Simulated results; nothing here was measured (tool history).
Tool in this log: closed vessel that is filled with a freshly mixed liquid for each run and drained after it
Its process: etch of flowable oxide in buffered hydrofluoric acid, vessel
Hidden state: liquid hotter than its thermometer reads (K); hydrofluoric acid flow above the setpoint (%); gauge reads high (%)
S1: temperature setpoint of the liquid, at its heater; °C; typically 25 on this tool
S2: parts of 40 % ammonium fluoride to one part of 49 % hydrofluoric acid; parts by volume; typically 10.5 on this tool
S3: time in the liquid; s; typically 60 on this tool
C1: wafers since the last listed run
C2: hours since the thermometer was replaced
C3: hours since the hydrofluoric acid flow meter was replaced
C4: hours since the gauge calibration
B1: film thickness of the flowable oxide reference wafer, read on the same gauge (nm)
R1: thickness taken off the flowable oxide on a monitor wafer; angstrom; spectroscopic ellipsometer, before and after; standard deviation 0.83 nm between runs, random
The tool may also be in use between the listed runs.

run     day    S1    S2  S3    C1      C2      C3     C4      B1      R1
  1       0    25  10.5  60     0  1038.4  1875.7  445.8  109.94  1683.4
  2   1.121    25  10.5  60  2024  1065.3  1902.6  472.7  109.97  1687.8
  3   2.279    25  13.5  50  2091  1093.1  1930.4  500.5  110.03  1106.9
  4   3.029    25  13.5  50  1354  1111.1  1948.4  518.5     110    1112
  5   4.483    25  10.5  75  2625    1146  1983.3  553.4  110.01  2124.6
  6   5.662    25  10.5  75  2129  1174.3  2011.6  581.7  110.02    2104
  7   6.425    25  10.5  75  1376  1192.6  2029.9    600  109.97  2104.2
  8   7.479    25  10.5  60  1903  1217.9  2055.2  625.3  110.04  1674.4
  9   8.129    28  10.5  50  1173  1233.5  2070.8  640.9  109.98  1649.2
 10   9.304    28  10.5  50  2121  1261.7    2099  669.1  110.04  1633.9
      9.383  -- gauge calibrated
 11  10.633    25  10.5  60  2400  1293.6  2130.9     30     110  1696.7
 12   11.75    25  10.5  60  2016  1320.4  2157.7   56.8  110.01  1698.6
     12.679  -- hydrofluoric acid flow meter replaced
 13  14.392    25     8  60  4695  1383.8    41.1  120.2  109.99  1993.2
     14.662  -- thermometer replaced
 14  15.212    25     8  60  1407    13.2    60.8  139.9  110.02  1983.2
 15  16.054  22.5  10.5  60  1519    33.4      81  160.1  110.03  1364.3
 16  17.412  29.5   7.5  75  2452      66   113.6  192.7  110.01    3400
 17  18.033    25  10.5  60  1121    80.9   128.5  207.6  109.99  1563.6
 18  19.146    21  11.5  40  2008   107.6   155.2  234.3  109.97   767.4
 19  19.871  22.5     8  40  1309     125   172.6  251.7  109.99  1172.9
 20  20.388    25     8  60   933   137.4     185  264.1  109.99  2002.5
 21  21.154  23.5  10.5  85  1384   155.8   203.4  282.5  110.01  2054.8
 22  21.796    23     7  35  1158   171.2   218.8  297.9     110  1200.1
 23  22.479    25  10.5  70  1233   187.6   235.2  314.3  110.01  1830.6
 24  23.071    25  10.5  75  1068   201.8   249.4  328.5  110.01    1956
 25  23.738    25  10.5  60  1203   217.8   265.4  344.5  110.02  1575.3
 26  24.988  26.5   9.5  30  2257   247.8   295.4  374.5  110.03     918
 27  25.833    25  10.5  60  1527   268.1   315.7  394.8  110.04  1568.5
 28  26.908    28   9.5  70  1941   293.9   341.5  420.6  110.01  2322.7

Here are 5 independent what-if runs from the current tool condition. What would each one return?
  A  26.938    25  10.5  90  52  294.6  342.2  421.3   ?   ?
  B  26.938    27  10.5  80  52  294.6  342.2  421.3   ?   ?
  C  26.938  23.5  10.5  60  52  294.6  342.2  421.3   ?   ?
  D  26.938    25     9  60  52  294.6  342.2  421.3   ?   ?
  E  26.938  26.5  10.5  60  52  294.6  342.2  421.3   ?   ?

run      B1      R1
  A  110.01  2364.8
  B  110.01  2340.9
  C  110.01  1452.9
  D  110.01    1771
  E  110.01  1709.3
Take away the tool's hidden state, keep each run's random variation, and the runs would have read:
run      R1
  A  2313.5
  B  2290.2
  C  1421.4
  D  1728.1
  E  1672.2

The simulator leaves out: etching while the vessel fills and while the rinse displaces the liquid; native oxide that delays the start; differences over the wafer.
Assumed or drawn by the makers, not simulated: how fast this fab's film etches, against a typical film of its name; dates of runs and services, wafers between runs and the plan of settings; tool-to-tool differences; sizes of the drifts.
